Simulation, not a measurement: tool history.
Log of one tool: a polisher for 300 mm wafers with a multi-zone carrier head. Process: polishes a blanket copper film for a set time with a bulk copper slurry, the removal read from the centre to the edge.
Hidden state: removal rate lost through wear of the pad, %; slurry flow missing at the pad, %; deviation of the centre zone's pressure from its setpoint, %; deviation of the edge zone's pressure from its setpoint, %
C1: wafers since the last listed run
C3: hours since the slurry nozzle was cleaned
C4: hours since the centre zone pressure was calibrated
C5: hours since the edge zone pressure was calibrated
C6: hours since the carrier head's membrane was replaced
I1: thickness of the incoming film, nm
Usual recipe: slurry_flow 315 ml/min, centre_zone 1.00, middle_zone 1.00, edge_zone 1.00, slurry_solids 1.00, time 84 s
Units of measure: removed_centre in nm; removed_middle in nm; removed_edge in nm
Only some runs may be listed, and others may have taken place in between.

{"run": 1, "hour": 0.0, "slurry_flow": 315, "centre_zone": 1.0, "middle_zone": 1.0, "edge_zone": 1.0, "slurry_solids": 1.0, "time": 90, "C1": 0, "wafers polished on this pad": 2597, "C3": 704.7, "C4": 948.5, "C5": 35.4, "C6": 1732.4, "I1": 1878.7, "removed_centre": 594.9, "removed_middle": 569.6, "removed_edge": 561.1}
{"hour": 41.4, "done": "worn pad replaced by a new one"}
{"run": 2, "hour": 46.9, "slurry_flow": 315, "centre_zone": 1.0, "middle_zone": 1.0, "edge_zone": 1.0, "slurry_solids": 0.95, "time": 84, "C1": 488, "wafers polished on this pad": 63, "C3": 751.6, "C4": 995.4, "C5": 82.3, "C6": 1779.3, "I1": 1881.0, "removed_centre": 581.6, "removed_middle": 556.9, "removed_edge": 543.6}
{"run": 3, "hour": 142.1, "slurry_flow": 315, "centre_zone": 1.0, "middle_zone": 1.0, "edge_zone": 1.0, "slurry_solids": 0.95, "time": 84, "C1": 1083, "wafers polished on this pad": 1146, "C3": 846.8, "C4": 1090.6, "C5": 177.5, "C6": 1874.5, "I1": 1861.5, "removed_centre": 573.8, "removed_middle": 549.7, "removed_edge": 529.3}
{"hour": 158.4, "done": "carrier head's membrane replaced by a new one"}
{"run": 4, "hour": 192.0, "slurry_flow": 315, "centre_zone": 1.0, "middle_zone": 1.0, "edge_zone": 1.0, "slurry_solids": 0.95, "time": 84, "C1": 510, "wafers polished on this pad": 1657, "C3": 896.7, "C4": 1140.5, "C5": 227.4, "C6": 33.6, "I1": 1868.0, "removed_centre": 566.6, "removed_middle": 535.1, "removed_edge": 531.4}
{"hour": 224.3, "done": "slurry nozzle cleaned"}
{"run": 5, "hour": 238.9, "slurry_flow": 315, "centre_zone": 1.0, "middle_zone": 1.0, "edge_zone": 1.0, "slurry_solids": 1.0, "time": 84, "C1": 522, "wafers polished on this pad": 2179, "C3": 14.6, "C4": 1187.4, "C5": 274.3, "C6": 80.5, "I1": 1869.8, "removed_centre": 568.4, "removed_middle": 550.7, "removed_edge": 532.9}
{"run": 6, "hour": 308.3, "slurry_flow": 315, "centre_zone": 1.0, "middle_zone": 1.0, "edge_zone": 1.0, "slurry_solids": 1.0, "time": 84, "C1": 789, "wafers polished on this pad": 2969, "C3": 84.0, "C4": 1256.8, "C5": 343.7, "C6": 149.9, "I1": 1890.1, "removed_centre": 544.5, "removed_middle": 537.5, "removed_edge": 513.5}
{"hour": 324.9, "done": "worn pad replaced by a new one"}
{"run": 7, "hour": 333.2, "slurry_flow": 315, "centre_zone": 1.0, "middle_zone": 1.0, "edge_zone": 1.0, "slurry_solids": 1.0, "time": 84, "C1": 237, "wafers polished on this pad": 94, "C3": 108.9, "C4": 1281.7, "C5": 368.6, "C6": 174.8, "I1": 1883.1, "removed_centre": 592.7, "removed_middle": 563.4, "removed_edge": 551.2}
{"run": 8, "hour": 357.8, "slurry_flow": 315, "centre_zone": 1.0, "middle_zone": 1.0, "edge_zone": 1.0, "slurry_solids": 1.0, "time": 69, "C1": 279, "wafers polished on this pad": 373, "C3": 133.5, "C4": 1306.3, "C5": 393.2, "C6": 199.4, "I1": 1890.2, "removed_centre": 480.1, "removed_middle": 465.0, "removed_edge": 452.5}
{"run": 9, "hour": 419.5, "slurry_flow": 350, "centre_zone": 1.0, "middle_zone": 1.0, "edge_zone": 0.93, "slurry_solids": 1.0, "time": 84, "C1": 702, "wafers polished on this pad": 1075, "C3": 195.2, "C4": 1368.0, "C5": 454.9, "C6": 261.1, "I1": 1870.4, "removed_centre": 587.2, "removed_middle": 582.4, "removed_edge": 529.8}
{"run": 10, "hour": 450.7, "slurry_flow": 315, "centre_zone": 1.0, "middle_zone": 1.0, "edge_zone": 1.0, "slurry_solids": 1.0, "time": 84, "C1": 355, "wafers polished on this pad": 1430, "C3": 226.4, "C4": 1399.2, "C5": 486.1, "C6": 292.3, "I1": 1861.7, "removed_centre": 585.1, "removed_middle": 570.3, "removed_edge": 548.3}
{"run": 11, "hour": 497.1, "slurry_flow": 315, "centre_zone": 1.0, "middle_zone": 1.09, "edge_zone": 1.0, "slurry_solids": 1.0, "time": 84, "C1": 527, "wafers polished on this pad": 1958, "C3": 272.8, "C4": 1445.6, "C5": 532.5, "C6": 338.7, "I1": 1863.7, "removed_centre": 563.9, "removed_middle": 591.5, "removed_edge": 538.6}
{"run": 12, "hour": 562.7, "slurry_flow": 275, "centre_zone": 1.0, "middle_zone": 1.0, "edge_zone": 1.0, "slurry_solids": 1.0, "time": 60, "C1": 746, "wafers polished on this pad": 2705, "C3": 338.4, "C4": 1511.2, "C5": 598.1, "C6": 404.3, "I1": 1865.2, "removed_centre": 389.2, "removed_middle": 379.7, "removed_edge": 376.0}
{"hour": 577.7, "done": "worn pad replaced by a new one"}
{"hour": 579.6, "done": "edge zone pressure recalibrated"}
{"run": 13, "hour": 617.0, "slurry_flow": 315, "centre_zone": 1.0, "middle_zone": 1.0, "edge_zone": 1.0, "slurry_solids": 1.0, "time": 84, "C1": 551, "wafers polished on this pad": 425, "C3": 392.7, "C4": 1565.5, "C5": 37.4, "C6": 458.6, "I1": 1903.9, "removed_centre": 593.6, "removed_middle": 574.1, "removed_edge": 549.9}
{"hour": 646.2, "done": "centre zone pressure recalibrated"}
{"run": 14, "hour": 673.2, "slurry_flow": 315, "centre_zone": 1.09, "middle_zone": 1.0, "edge_zone": 1.0, "slurry_solids": 0.85, "time": 84, "C1": 616, "wafers polished on this pad": 1042, "C3": 448.9, "C4": 27.0, "C5": 93.6, "C6": 514.8, "I1": 1922.2, "removed_centre": 607.4, "removed_middle": 542.3, "removed_edge": 532.3}
{"run": 15, "hour": 702.7, "slurry_flow": 360, "centre_zone": 1.0, "middle_zone": 0.93, "edge_zone": 1.07, "slurry_solids": 1.0, "time": 98, "C1": 335, "wafers polished on this pad": 1378, "C3": 478.4, "C4": 56.5, "C5": 123.1, "C6": 544.3, "I1": 1922.8, "removed_centre": 687.1, "removed_middle": 635.7, "removed_edge": 686.0}
{"run": 16, "hour": 749.5, "slurry_flow": 315, "centre_zone": 1.0, "middle_zone": 1.0, "edge_zone": 1.0, "slurry_solids": 1.0, "time": 84, "C1": 532, "wafers polished on this pad": 1910, "C3": 525.2, "C4": 103.3, "C5": 169.9, "C6": 591.1, "I1": 1873.4, "removed_centre": 574.6, "removed_middle": 558.1, "removed_edge": 549.0}
{"run": 17, "hour": 802.3, "slurry_flow": 315, "centre_zone": 1.05, "middle_zone": 1.0, "edge_zone": 1.0, "slurry_solids": 0.7, "time": 84, "C1": 600, "wafers polished on this pad": 2511, "C3": 578.0, "C4": 156.1, "C5": 222.7, "C6": 643.9, "I1": 1888.8, "removed_centre": 521.7, "removed_middle": 478.2, "removed_edge": 472.3}
{"run": 18, "hour": 837.8, "slurry_flow": 405, "centre_zone": 1.0, "middle_zone": 1.0, "edge_zone": 1.0, "slurry_solids": 1.0, "time": 84, "C1": 403, "wafers polished on this pad": 2915, "C3": 613.5, "C4": 191.6, "C5": 258.2, "C6": 679.4, "I1": 1864.3, "removed_centre": 562.6, "removed_middle": 558.8, "removed_edge": 526.3}
{"hour": 861.2, "done": "worn pad replaced by a new one"}
{"run": 19, "hour": 896.2, "slurry_flow": 350, "centre_zone": 1.0, "middle_zone": 1.0, "edge_zone": 0.93, "slurry_solids": 1.0, "time": 84, "C1": 618, "wafers polished on this pad": 398, "C3": 671.9, "C4": 250.0, "C5": 316.6, "C6": 737.8, "I1": 1851.3, "removed_centre": 595.1, "removed_middle": 579.3, "removed_edge": 553.0}
{"hour": 939.1, "done": "slurry nozzle cleaned"}
{"run": 20, "hour": 956.5, "slurry_flow": 315, "centre_zone": 1.0, "middle_zone": 1.0, "edge_zone": 1.0, "slurry_solids": 1.0, "time": 84, "C1": 674, "wafers polished on this pad": 1072, "C3": 17.4, "C4": 310.3, "C5": 376.9, "C6": 798.1, "I1": 1883.8, "removed_centre": 587.2, "removed_middle": 562.9, "removed_edge": 551.0}
{"run": 21, "hour": 1020.6, "slurry_flow": 315, "centre_zone": 0.92, "middle_zone": 0.96, "edge_zone": 1.0, "slurry_solids": 1.0, "time": 84, "C1": 729, "wafers polished on this pad": 1802, "C3": 81.5, "C4": 374.4, "C5": 441.0, "C6": 862.2, "I1": 1892.9, "removed_centre": 527.0, "removed_middle": 547.2, "removed_edge": 541.9}

4 options for the next run, each taken on its own from the tool as it stands now. Forecast them:
{"run": "A", "hour": 1021.1, "slurry_flow": 255, "centre_zone": 1.0, "middle_zone": 1.0, "edge_zone": 1.0, "slurry_solids": 1.0, "time": 84, "C1": 5, "wafers polished on this pad": 1808, "C3": 82.0, "C4": 374.9, "C5": 441.5, "C6": 862.7, "I1": 1905.8, "removed_centre": "?", "removed_middle": "?", "removed_edge": "?"}
{"run": "B", "hour": 1021.1, "slurry_flow": 315, "centre_zone": 1.05, "middle_zone": 1.0, "edge_zone": 1.0, "slurry_solids": 1.0, "time": 84, "C1": 5, "wafers polished on this pad": 1808, "C3": 82.0, "C4": 374.9, "C5": 441.5, "C6": 862.7, "I1": 1905.8, "removed_centre": "?", "removed_middle": "?", "removed_edge": "?"}
{"run": "C", "hour": 1021.1, "slurry_flow": 315, "centre_zone": 0.88, "middle_zone": 1.0, "edge_zone": 1.08, "slurry_solids": 0.75, "time": 95, "C1": 5, "wafers polished on this pad": 1808, "C3": 82.0, "C4": 374.9, "C5": 441.5, "C6": 862.7, "I1": 1905.8, "removed_centre": "?", "removed_middle": "?", "removed_edge": "?"}
{"run": "D", "hour": 1021.1, "slurry_flow": 360, "centre_zone": 1.0, "middle_zone": 1.0, "edge_zone": 1.07, "slurry_solids": 1.0, "time": 84, "C1": 5, "wafers polished on this pad": 1808, "C3": 82.0, "C4": 374.9, "C5": 441.5, "C6": 862.7, "I1": 1905.8, "removed_centre": "?", "removed_middle": "?", "removed_edge": "?"}

run=A removed_centre=560.5 removed_middle=547.0 removed_edge=534.5
run=B removed_centre=604.9 removed_middle=560.4 removed_edge=544.5
run=C removed_centre=522.7 removed_middle=579.0 removed_edge=579.5
run=D removed_centre=583.9 removed_middle=567.6 removed_edge=564.6
What these runs would have given with no unlogged condition in the tool:
run=A removed_centre=575.6 removed_middle=561.7 removed_edge=548.8
run=B removed_centre=621.1 removed_middle=575.4 removed_edge=559.1
run=C removed_centre=536.7 removed_middle=594.5 removed_edge=595.0
run=D removed_centre=599.6 removed_middle=582.8 removed_edge=579.7
